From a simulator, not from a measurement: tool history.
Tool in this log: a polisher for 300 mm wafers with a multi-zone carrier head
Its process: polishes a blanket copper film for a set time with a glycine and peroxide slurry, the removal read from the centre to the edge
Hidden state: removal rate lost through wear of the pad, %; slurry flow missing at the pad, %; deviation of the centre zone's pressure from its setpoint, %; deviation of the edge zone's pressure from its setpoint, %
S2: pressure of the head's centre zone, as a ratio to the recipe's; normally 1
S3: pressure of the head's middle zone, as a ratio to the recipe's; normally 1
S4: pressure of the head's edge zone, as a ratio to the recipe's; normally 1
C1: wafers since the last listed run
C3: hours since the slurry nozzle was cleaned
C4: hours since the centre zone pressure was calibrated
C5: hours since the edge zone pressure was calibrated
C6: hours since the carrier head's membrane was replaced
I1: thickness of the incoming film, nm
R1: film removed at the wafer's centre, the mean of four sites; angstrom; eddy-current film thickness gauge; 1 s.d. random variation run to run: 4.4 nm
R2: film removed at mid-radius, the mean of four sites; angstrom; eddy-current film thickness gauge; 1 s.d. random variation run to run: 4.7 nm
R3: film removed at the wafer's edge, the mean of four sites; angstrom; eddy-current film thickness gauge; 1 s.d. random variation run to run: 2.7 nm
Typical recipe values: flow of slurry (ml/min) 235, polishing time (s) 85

Run 1, day 0: usual settings but S4 0.91; C1 0; wafers polished on this pad 2367; C3 18.8; C4 343.3; C5 21.2; C6 239.3; I1 2284.2. Result: R1 3361 angstrom, R2 3375 angstrom, R3 3444 angstrom.
Run 2, day 1.246: usual settings but S4 1.11; C1 249; wafers polished on this pad 2616; C3 48.7; C4 373.2; C5 51.1; C6 269.2; I1 2286.6. Result: R1 3371 angstrom, R2 3413 angstrom, R3 3659 angstrom.
Run 3, day 3.204: usual settings; C1 391; wafers polished on this pad 3007; C3 95.7; C4 420.2; C5 98.1; C6 316.2; I1 2281.6. Result: R1 3337 angstrom, R2 3394 angstrom, R3 3453 angstrom.
At day 4.804: worn pad replaced by a new one.
Run 4, day 5.204: usual settings but flow of slurry (ml/min) 280, S3 1.09, polishing time (s) 93; C1 366; wafers polished on this pad 80; C3 143.7; C4 468.2; C5 146.1; C6 364.2; I1 2291.8. Result: R1 4015 angstrom, R2 4321 angstrom, R3 4166 angstrom.
Run 5, day 6.212: usual settings but S2 0.92; C1 201; wafers polished on this pad 281; C3 167.9; C4 492.4; C5 170.3; C6 388.4; I1 2262. Result: R1 3378 angstrom, R2 3535 angstrom, R3 3773 angstrom.
Run 6, day 8: usual settings but flow of slurry (ml/min) 265, S2 0.95, S3 1.05; C1 357; wafers polished on this pad 639; C3 210.8; C4 535.3; C5 213.2; C6 431.3; I1 2317.8. Result: R1 3465 angstrom, R2 3859 angstrom, R3 3827 angstrom.
Run 7, day 9.217: usual settings but flow of slurry (ml/min) 190, S2 1.07, polishing time (s) 110; C1 243; wafers polished on this pad 882; C3 240; C4 564.5; C5 242.4; C6 460.5; I1 2268. Result: R1 4879 angstrom, R2 4440 angstrom, R3 4706 angstrom.
Run 8, day 12.188: usual settings but S2 0.91, polishing time (s) 109; C1 594; wafers polished on this pad 1476; C3 311.3; C4 635.8; C5 313.7; C6 531.8; I1 2241.9. Result: R1 4041 angstrom, R2 4558 angstrom, R3 4734 angstrom.
Run 9, day 13.225: usual settings but polishing time (s) 67; C1 207; wafers polished on this pad 1684; C3 336.2; C4 660.7; C5 338.6; C6 556.7; I1 2278. Result: R1 2744 angstrom, R2 2799 angstrom, R3 2899 angstrom.
At day 14.533: carrier head's membrane replaced by a new one.
Run 10, day 14.646: usual settings but flow of slurry (ml/min) 260, S3 1.1; C1 242; wafers polished on this pad 1926; C3 370.3; C4 694.8; C5 372.7; C6 2.7; I1 2263.6. Result: R1 3467 angstrom, R2 3724 angstrom, R3 3674 angstrom.
Run 11, day 15.879: usual settings; C1 246; wafers polished on this pad 2173; C3 399.9; C4 724.4; C5 402.3; C6 32.3; I1 2257.7. Result: R1 3403 angstrom, R2 3435 angstrom, R3 3623 angstrom.
Run 12, day 17.396: usual settings but S3 0.93, polishing time (s) 107; C1 303; wafers polished on this pad 2476; C3 436.3; C4 760.8; C5 438.7; C6 68.7; I1 2243.7. Result: R1 4342 angstrom, R2 4241 angstrom, R3 4535 angstrom.
At day 18.712: slurry nozzle cleaned.
Run 13, day 19.962: usual settings but flow of slurry (ml/min) 275, S2 1.07, S3 1.04; C1 505; wafers polished on this pad 2981; C3 30; C4 822.4; C5 500.3; C6 130.3; I1 2277.9. Result: R1 3658 angstrom, R2 3641 angstrom, R3 3573 angstrom.
Run 14, day 21.342: usual settings; C1 275; wafers polished on this pad 3257; C3 63.1; C4 855.5; C5 533.4; C6 163.4; I1 2255.4. Result: R1 3391 angstrom, R2 3416 angstrom, R3 3496 angstrom.
At day 22.425: worn pad replaced by a new one.
Run 15, day 22.875: usual settings; C1 273; wafers polished on this pad 90; C3 99.9; C4 892.3; C5 570.2; C6 200.2; I1 2230.2. Result: R1 3509 angstrom, R2 3637 angstrom, R3 3729 angstrom.
Run 16, day 25.279: usual settings but flow of slurry (ml/min) 315; C1 480; wafers polished on this pad 571; C3 157.6; C4 950; C5 627.9; C6 257.9; I1 2290.3. Result: R1 3641 angstrom, R2 3590 angstrom, R3 3748 angstrom.
Run 17, day 27.554: usual settings but flow of slurry (ml/min) 200, polishing time (s) 70; C1 455; wafers polished on this pad 1026; C3 212.2; C4 1004.6; C5 682.5; C6 312.5; I1 2273.1. Result: R1 2774 angstrom, R2 2769 angstrom, R3 2960 angstrom.
Run 18, day 29.779: usual settings but flow of slurry (ml/min) 280; C1 445; wafers polished on this pad 1471; C3 265.6; C4 1058; C5 735.9; C6 365.9; I1 2307.2. Result: R1 3530 angstrom, R2 3504 angstrom, R3 3641 angstrom.
At day 31.638: edge zone pressure recalibrated.
Run 19, day 31.692: usual settings; C1 365; wafers polished on this pad 1836; C3 311.5; C4 1103.9; C5 1.3; C6 411.8; I1 2225.5. Result: R1 3409 angstrom, R2 3450 angstrom, R3 3552 angstrom.
Run 20, day 33.533: usual settings but S3 0.97, S4 1.08; C1 368; wafers polished on this pad 2205; C3 355.7; C4 1148.1; C5 45.5; C6 456; I1 2284.2. Result: R1 3333 angstrom, R2 3312 angstrom, R3 3588 angstrom.
At day 34.558: centre zone pressure recalibrated.
Run 21, day 35.092: usual settings; C1 295; wafers polished on this pad 2500; C3 393.1; C4 12.8; C5 82.9; C6 493.4; I1 2287.3. Result: R1 3369 angstrom, R2 3428 angstrom, R3 3493 angstrom.
At day 37.179: slurry nozzle cleaned.
Run 22, day 37.838: usual settings but S2 1.04; C1 540; wafers polished on this pad 3041; C3 15.8; C4 78.7; C5 148.8; C6 559.3; I1 2265.4. Result: R1 3425 angstrom, R2 3275 angstrom, R3 3461 angstrom.
Run 23, day 39.058: usual settings but flow of slurry (ml/min) 265, S4 1.05; C1 244; wafers polished on this pad 3285; C3 45.1; C4 108; C5 178.1; C6 588.6; I1 2267.8. Result: R1 3318 angstrom, R2 3350 angstrom, R3 3515 angstrom.

Predict each of these 3 candidate next runs independently; none follows another, all start after run 23:
Run A, day 39.075: usual settings but S2 0.95; C1 3; wafers polished on this pad 3288; C3 45.5; C4 108.4; C5 178.5; C6 589; I1 2288.4. Result: R1 ?, R2 ?, R3 ?.
Run B, day 39.075: usual settings but S3 1.1, S4 1.1; C1 3; wafers polished on this pad 3288; C3 45.5; C4 108.4; C5 178.5; C6 589; I1 2288.4. Result: R1 ?, R2 ?, R3 ?.
Run C, day 39.075: usual settings but flow of slurry (ml/min) 315, S4 0.97; C1 3; wafers polished on this pad 3288; C3 45.5; C4 108.4; C5 178.5; C6 589; I1 2288.4. Result: R1 ?, R2 ?, R3 ?.

run    R1    R2    R3
  A  3179  3303  3410
  B  3350  3503  3510
  C  3463  3405  3458
Take away the tool's hidden state, keep each run's random variation, and the runs would have read:
run    R1    R2    R3
  A  3532  3670  3789
  B  3721  3891  3899
  C  3847  3783  3842

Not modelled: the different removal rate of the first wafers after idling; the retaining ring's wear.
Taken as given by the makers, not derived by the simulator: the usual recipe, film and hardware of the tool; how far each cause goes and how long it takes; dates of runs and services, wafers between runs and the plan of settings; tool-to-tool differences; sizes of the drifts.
